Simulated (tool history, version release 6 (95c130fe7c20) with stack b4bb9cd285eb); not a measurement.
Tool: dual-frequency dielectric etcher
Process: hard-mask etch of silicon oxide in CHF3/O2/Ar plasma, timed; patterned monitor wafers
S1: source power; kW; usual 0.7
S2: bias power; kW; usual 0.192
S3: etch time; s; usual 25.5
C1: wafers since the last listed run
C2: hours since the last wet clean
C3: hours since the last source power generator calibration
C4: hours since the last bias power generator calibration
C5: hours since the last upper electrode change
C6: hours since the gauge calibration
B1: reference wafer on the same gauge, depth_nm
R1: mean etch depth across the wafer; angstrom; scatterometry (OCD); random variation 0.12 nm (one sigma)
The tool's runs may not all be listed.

Run 1, hour 0: usual settings; C1 0; C2 44.6; C3 1551.5; C4 1894.5; C5 4198; C6 234.9; B1 55.1. Result: R1 557 angstrom.
Run 2, hour 27.8: usual settings; C1 281; C2 72.4; C3 1579.3; C4 1922.3; C5 4225.8; C6 262.7; B1 55.1. Result: R1 556 angstrom.
Run 3, hour 43.1: usual settings; C1 155; C2 87.7; C3 1594.6; C4 1937.6; C5 4241.1; C6 278; B1 55.1. Result: R1 555 angstrom.
Run 4, hour 73.3: usual settings; C1 306; C2 117.9; C3 1624.8; C4 1967.8; C5 4271.3; C6 308.2; B1 55.1. Result: R1 556 angstrom.
Run 5, hour 101.7: usual settings but S3 30 s; C1 288; C2 146.3; C3 1653.2; C4 1996.2; C5 4299.7; C6 336.6; B1 55.1. Result: R1 654 angstrom.
Run 6, hour 128.5: usual settings but S3 30 s; C1 271; C2 173.1; C3 1680; C4 2023; C5 4326.5; C6 363.4; B1 55.1. Result: R1 655 angstrom.
Run 7, hour 156.2: usual settings but S1 0.74 kW; C1 280; C2 200.8; C3 1707.7; C4 2050.7; C5 4354.2; C6 391.1; B1 55.1. Result: R1 566 angstrom.
Run 8, hour 184.8: usual settings but S1 0.74 kW; C1 290; C2 229.4; C3 1736.3; C4 2079.3; C5 4382.8; C6 419.7; B1 55.1. Result: R1 567 angstrom.
Run 9, hour 201.6: usual settings; C1 170; C2 246.2; C3 1753.1; C4 2096.1; C5 4399.6; C6 436.5; B1 55.1. Result: R1 552 angstrom.
At hour 254.7: upper electrode replaced.
Run 10, hour 255.2: usual settings; C1 300; C2 299.8; C3 1806.7; C4 2149.7; C5 0.5; C6 490.1; B1 55.1. Result: R1 556 angstrom.
Run 11, hour 261.6: usual settings but S3 31 s; C1 64; C2 306.2; C3 1813.1; C4 2156.1; C5 6.9; C6 496.5; B1 55.1. Result: R1 672 angstrom.
Run 12, hour 283: usual settings but S3 31 s; C1 217; C2 327.6; C3 1834.5; C4 2177.5; C5 28.3; C6 517.9; B1 55. Result: R1 673 angstrom.
Run 13, hour 318.8: usual settings but S3 31 s; C1 363; C2 363.4; C3 1870.3; C4 2213.3; C5 64.1; C6 553.7; B1 55.1. Result: R1 676 angstrom.
At hour 346.2: gauge calibrated.
Run 14, hour 351.3: usual settings but S1 0.76 kW, S2 0.216 kW; C1 329; C2 395.9; C3 1902.8; C4 2245.8; C5 96.6; C6 5.1; B1 55.1. Result: R1 598 angstrom.
At hour 396.3: source power generator calibrated.
Run 15, hour 411: usual settings; C1 564; C2 455.6; C3 14.7; C4 2305.5; C5 156.3; C6 64.8; B1 55.1. Result: R1 563 angstrom.
At hour 462: bias power generator calibrated.
Run 16, hour 481.7: usual settings but S1 0.59 kW, S2 0.224 kW, S3 21 s; C1 676; C2 526.3; C3 85.4; C4 19.7; C5 227; C6 135.5; B1 55.1. Result: R1 466 angstrom.
At hour 510.7: wet clean of the chamber.
Run 17, hour 516.1: usual settings but S2 0.228 kW; C1 105; C2 5.4; C3 119.8; C4 54.1; C5 261.4; C6 169.9; B1 55.1. Result: R1 603 angstrom.
Run 18, hour 544.3: usual settings but S2 0.217 kW, S3 18.5 s; C1 285; C2 33.6; C3 148; C4 82.3; C5 289.6; C6 198.1; B1 55.1. Result: R1 428 angstrom.
Run 19, hour 568: usual settings but S1 0.88 kW, S2 0.161 kW, S3 30.5 s; C1 240; C2 57.3; C3 171.7; C4 106; C5 313.3; C6 221.8; B1 55.2. Result: R1 682 angstrom.
Run 20, hour 591: usual settings but S1 0.54 kW, S3 18.5 s; C1 233; C2 80.3; C3 194.7; C4 129; C5 336.3; C6 244.8; B1 55.1. Result: R1 374 angstrom.
Run 21, hour 603.2: usual settings but S2 0.228 kW; C1 123; C2 92.5; C3 206.9; C4 141.2; C5 348.5; C6 257; B1 55. Result: R1 603 angstrom.
Run 22, hour 625.9: usual settings but S3 21.5 s; C1 230; C2 115.2; C3 229.6; C4 163.9; C5 371.2; C6 279.7; B1 55.1. Result: R1 476 angstrom.
Run 23, hour 659: usual settings but S1 0.79 kW, S2 0.219 kW, S3 29 s; C1 335; C2 148.3; C3 262.7; C4 197; C5 404.3; C6 312.8; B1 55.1. Result: R1 702 angstrom.
Run 24, hour 683.5: usual settings but S1 0.79 kW, S2 0.219 kW, S3 29 s; C1 248; C2 172.8; C3 287.2; C4 221.5; C5 428.8; C6 337.3; B1 55.1. Result: R1 703 angstrom.
Run 25, hour 702.7: usual settings; C1 194; C2 192; C3 306.4; C4 240.7; C5 448; C6 356.5; B1 55.1. Result: R1 563 angstrom.
Run 26, hour 728.4: usual settings; C1 260; C2 217.7; C3 332.1; C4 266.4; C5 473.7; C6 382.2; B1 55.1. Result: R1 562 angstrom.
Run 27, hour 747.8: usual settings but S1 0.8 kW, S2 0.205 kW, S3 31.5 s; C1 196; C2 237.1; C3 351.5; C4 285.8; C5 493.1; C6 401.6; B1 55.1. Result: R1 747 angstrom.

The same runs without the tool's hidden state, with the same run-to-run variation:
The hidden state here: etch rate over this chamber's usual, %; source power that arrives over what is set, %; bias power that arrives over what is set, %; gauge reads high (%).
run   R1
  1  564
  2  563
  3  563
  4  564
  5  663
  6  665
  7  575
  8  576
  9  561
 10  566
 11  684
 12  685
 13  688
 14  609
 15  563
 16  466
 17  603
 18  428
 19  682
 20  375
 21  603
 22  476
 23  702
 24  703
 25  563
 26  563
 27  748

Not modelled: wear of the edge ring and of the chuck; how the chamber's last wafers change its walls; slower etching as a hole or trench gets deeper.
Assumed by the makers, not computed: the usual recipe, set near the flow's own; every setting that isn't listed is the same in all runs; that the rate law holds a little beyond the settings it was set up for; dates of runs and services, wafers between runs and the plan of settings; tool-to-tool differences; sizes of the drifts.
